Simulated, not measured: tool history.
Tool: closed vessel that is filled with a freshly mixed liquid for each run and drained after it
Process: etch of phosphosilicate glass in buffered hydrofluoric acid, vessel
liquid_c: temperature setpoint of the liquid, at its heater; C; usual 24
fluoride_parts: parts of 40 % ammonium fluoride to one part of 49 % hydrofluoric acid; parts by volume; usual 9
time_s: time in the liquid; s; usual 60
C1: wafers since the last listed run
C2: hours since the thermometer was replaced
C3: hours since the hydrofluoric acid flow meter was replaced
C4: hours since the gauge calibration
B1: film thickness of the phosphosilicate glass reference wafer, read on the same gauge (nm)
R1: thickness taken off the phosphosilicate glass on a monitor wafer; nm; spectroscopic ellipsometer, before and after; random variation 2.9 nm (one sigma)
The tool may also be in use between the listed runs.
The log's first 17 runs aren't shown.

{"run": 18, "day": 17.096, "liquid_c": 24, "fluoride_parts": 9, "time_s": 60, "C1": 3109, "C2": 100.9, "C3": 183.8, "C4": 574.3, "B1": 100.01, "R1": 635.47}
{"day": 17.329, "done": "gauge calibrated"}
{"run": 19, "day": 17.704, "liquid_c": 28.5, "fluoride_parts": 11, "time_s": 60, "C1": 1331, "C2": 115.5, "C3": 198.4, "C4": 9, "B1": 100, "R1": 694.86}
{"run": 20, "day": 18.896, "liquid_c": 24, "fluoride_parts": 9, "time_s": 60, "C1": 2607, "C2": 144.1, "C3": 227, "C4": 37.6, "B1": 99.99, "R1": 639.01}
{"run": 21, "day": 19.908, "liquid_c": 27, "fluoride_parts": 7, "time_s": 50, "C1": 2215, "C2": 168.4, "C3": 251.3, "C4": 61.9, "B1": 99.95, "R1": 810.07}
{"run": 22, "day": 23.671, "liquid_c": 24, "fluoride_parts": 11.5, "time_s": 60, "C1": 8233, "C2": 258.7, "C3": 341.6, "C4": 152.2, "B1": 99.97, "R1": 518.84}
{"run": 23, "day": 28.154, "liquid_c": 24, "fluoride_parts": 9, "time_s": 40, "C1": 9810, "C2": 366.3, "C3": 449.2, "C4": 259.8, "B1": 99.99, "R1": 426.37}
{"run": 24, "day": 29.025, "liquid_c": 24, "fluoride_parts": 7.5, "time_s": 60, "C1": 1905, "C2": 387.2, "C3": 470.1, "C4": 280.7, "B1": 99.99, "R1": 774.59}
{"run": 25, "day": 29.588, "liquid_c": 24, "fluoride_parts": 9, "time_s": 60, "C1": 1230, "C2": 400.7, "C3": 483.6, "C4": 294.2, "B1": 100.03, "R1": 632.33}
{"run": 26, "day": 30.238, "liquid_c": 21.5, "fluoride_parts": 9, "time_s": 35, "C1": 1422, "C2": 416.3, "C3": 499.2, "C4": 309.8, "B1": 99.99, "R1": 322.64}
{"run": 27, "day": 30.967, "liquid_c": 24, "fluoride_parts": 9, "time_s": 60, "C1": 1595, "C2": 433.8, "C3": 516.7, "C4": 327.3, "B1": 100.03, "R1": 630.33}
{"run": 28, "day": 31.625, "liquid_c": 24, "fluoride_parts": 10.5, "time_s": 40, "C1": 1440, "C2": 449.6, "C3": 532.5, "C4": 343.1, "B1": 100.01, "R1": 374.5}
{"run": 29, "day": 32.712, "liquid_c": 28.5, "fluoride_parts": 6.5, "time_s": 40, "C1": 2379, "C2": 475.7, "C3": 558.6, "C4": 369.2, "B1": 99.98, "R1": 752.09}
{"run": 30, "day": 33.496, "liquid_c": 24, "fluoride_parts": 9, "time_s": 60, "C1": 1714, "C2": 494.5, "C3": 577.4, "C4": 388, "B1": 99.98, "R1": 631.8}
{"run": 31, "day": 34.429, "liquid_c": 24, "fluoride_parts": 9, "time_s": 60, "C1": 2042, "C2": 516.9, "C3": 599.8, "C4": 410.4, "B1": 100.02, "R1": 637.21}
{"run": 32, "day": 35.292, "liquid_c": 26, "fluoride_parts": 7, "time_s": 30, "C1": 1887, "C2": 537.6, "C3": 620.5, "C4": 431.1, "B1": 99.96, "R1": 463.8}

Forecast each of these 4 alternatives for the next run:
{"run": "A", "day": 35.321, "liquid_c": 21, "fluoride_parts": 9, "time_s": 60, "C1": 63, "C2": 538.3, "C3": 621.2, "C4": 431.8, "B1": "?", "R1": "?"}
{"run": "B", "day": 35.321, "liquid_c": 22.5, "fluoride_parts": 9, "time_s": 60, "C1": 63, "C2": 538.3, "C3": 621.2, "C4": 431.8, "B1": "?", "R1": "?"}
{"run": "C", "day": 35.321, "liquid_c": 19, "fluoride_parts": 12, "time_s": 30, "C1": 63, "C2": 538.3, "C3": 621.2, "C4": 431.8, "B1": "?", "R1": "?"}
{"run": "D", "day": 35.321, "liquid_c": 19, "fluoride_parts": 7.5, "time_s": 90, "C1": 63, "C2": 538.3, "C3": 621.2, "C4": 431.8, "B1": "?", "R1": "?"}

run=A B1=100.02 R1=536.4
run=B B1=100.02 R1=582.81
run=C B1=100.02 R1=187.83
run=D B1=100.02 R1=876.67
Without the tool's hidden state the same runs would have given:
run=A R1=536.4
run=B R1=582.81
run=C R1=187.83
run=D R1=876.67

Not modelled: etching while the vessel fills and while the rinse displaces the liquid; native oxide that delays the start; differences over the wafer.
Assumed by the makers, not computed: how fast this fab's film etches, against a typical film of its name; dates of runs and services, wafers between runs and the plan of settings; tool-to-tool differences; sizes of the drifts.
